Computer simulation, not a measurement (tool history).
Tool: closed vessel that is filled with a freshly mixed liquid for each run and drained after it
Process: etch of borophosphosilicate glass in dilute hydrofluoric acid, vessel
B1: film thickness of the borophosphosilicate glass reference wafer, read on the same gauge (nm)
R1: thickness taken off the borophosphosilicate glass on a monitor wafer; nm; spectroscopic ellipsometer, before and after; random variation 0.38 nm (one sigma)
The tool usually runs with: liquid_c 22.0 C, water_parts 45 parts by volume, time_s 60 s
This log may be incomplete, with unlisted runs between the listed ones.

run 1 hour=0.0 | liquid_c=22.0 water_parts=40 time_s=70 | B1=110.00 | R1=63.97
run 2 hour=105.7 | liquid_c=22.0 water_parts=40 time_s=70 | B1=109.97 | R1=63.77
run 3 hour=163.9 | liquid_c=21.0 water_parts=45 time_s=60 | B1=110.00 | R1=46.04
run 4 hour=260.1 | liquid_c=21.0 water_parts=45 time_s=60 | B1=109.99 | R1=46.02
run 5 hour=353.9 | liquid_c=21.0 water_parts=45 time_s=60 | B1=110.00 | R1=46.50
-- hour=413.6 hydrofluoric acid flow meter replaced
run 6 hour=418.4 | liquid_c=22.0 water_parts=45 time_s=60 | B1=110.00 | R1=48.19
run 7 hour=491.5 | liquid_c=22.0 water_parts=45 time_s=60 | B1=109.99 | R1=47.72
run 8 hour=573.3 | liquid_c=22.0 water_parts=45 time_s=60 | B1=109.97 | R1=47.91
run 9 hour=687.6 | liquid_c=22.0 water_parts=50 time_s=40 | B1=110.00 | R1=28.61
run 10 hour=748.4 | liquid_c=22.0 water_parts=50 time_s=40 | B1=109.99 | R1=28.68
run 11 hour=854.2 | liquid_c=22.0 water_parts=50 time_s=40 | B1=110.02 | R1=28.87
-- hour=888.2 gauge calibrated
run 12 hour=899.3 | liquid_c=22.0 water_parts=45 time_s=60 | B1=110.01 | R1=47.77
-- hour=926.3 hydrofluoric acid flow meter replaced
run 13 hour=959.3 | liquid_c=25.5 water_parts=40 time_s=60 | B1=109.98 | R1=62.23
-- hour=1078.1 thermometer replaced
run 14 hour=1140.8 | liquid_c=22.0 water_parts=45 time_s=60 | B1=109.99 | R1=48.33
run 15 hour=1232.8 | liquid_c=26.5 water_parts=50 time_s=60 | B1=110.00 | R1=51.58
run 16 hour=1273.6 | liquid_c=19.5 water_parts=35 time_s=75 | B1=109.97 | R1=70.61
run 17 hour=1351.7 | liquid_c=22.0 water_parts=45 time_s=60 | B1=109.99 | R1=48.41
run 18 hour=1404.0 | liquid_c=24.5 water_parts=65 time_s=35 | B1=110.00 | R1=21.03
run 19 hour=1508.3 | liquid_c=22.0 water_parts=45 time_s=60 | B1=109.99 | R1=48.27
-- hour=1549.1 hydrofluoric acid flow meter replaced
run 20 hour=1554.7 | liquid_c=19.0 water_parts=30 time_s=75 | B1=110.00 | R1=81.44
run 21 hour=1618.0 | liquid_c=22.0 water_parts=45 time_s=60 | B1=110.02 | R1=47.76
run 22 hour=1680.7 | liquid_c=22.0 water_parts=45 time_s=60 | B1=110.04 | R1=47.18
run 23 hour=1782.7 | liquid_c=25.0 water_parts=40 time_s=85 | B1=109.97 | R1=88.04
run 24 hour=1820.4 | liquid_c=18.5 water_parts=45 time_s=60 | B1=110.02 | R1=41.01
run 25 hour=1885.1 | liquid_c=18.0 water_parts=60 time_s=35 | B1=109.99 | R1=17.53
run 26 hour=1974.6 | liquid_c=20.0 water_parts=30 time_s=60 | B1=110.01 | R1=67.51
run 27 hour=2064.2 | liquid_c=22.0 water_parts=45 time_s=60 | B1=110.01 | R1=47.90
-- hour=2065.9 hydrofluoric acid flow meter replaced
run 28 hour=2132.4 | liquid_c=23.5 water_parts=45 time_s=60 | B1=109.99 | R1=51.22
run 29 hour=2180.3 | liquid_c=22.0 water_parts=65 time_s=80 | B1=110.01 | R1=43.33
run 30 hour=2227.2 | liquid_c=22.0 water_parts=45 time_s=95 | B1=110.00 | R1=76.88
run 31 hour=2270.7 | liquid_c=22.0 water_parts=45 time_s=60 | B1=110.01 | R1=48.19

Below are 5 alternative next runs, each starting from the tool's condition after run 31. Predict each:
run A hour=2271.4 | liquid_c=22.0 water_parts=45 time_s=60 | B1=? | R1=?
run B hour=2271.4 | liquid_c=22.0 water_parts=35 time_s=60 | B1=? | R1=?
run C hour=2271.4 | liquid_c=22.0 water_parts=45 time_s=45 | B1=? | R1=?
run D hour=2271.4 | liquid_c=22.0 water_parts=35 time_s=80 | B1=? | R1=?
run E hour=2271.4 | liquid_c=27.0 water_parts=55 time_s=40 | B1=? | R1=?

run=A B1=109.98 R1=48.04
run=B B1=109.98 R1=62.56
run=C B1=109.98 R1=36.03
run=D B1=109.98 R1=83.41
run=E B1=109.98 R1=31.73
Without the tool's hidden state the same runs would have given:
run=A R1=48.04
run=B R1=62.56
run=C R1=36.03
run=D R1=83.41
run=E R1=31.73
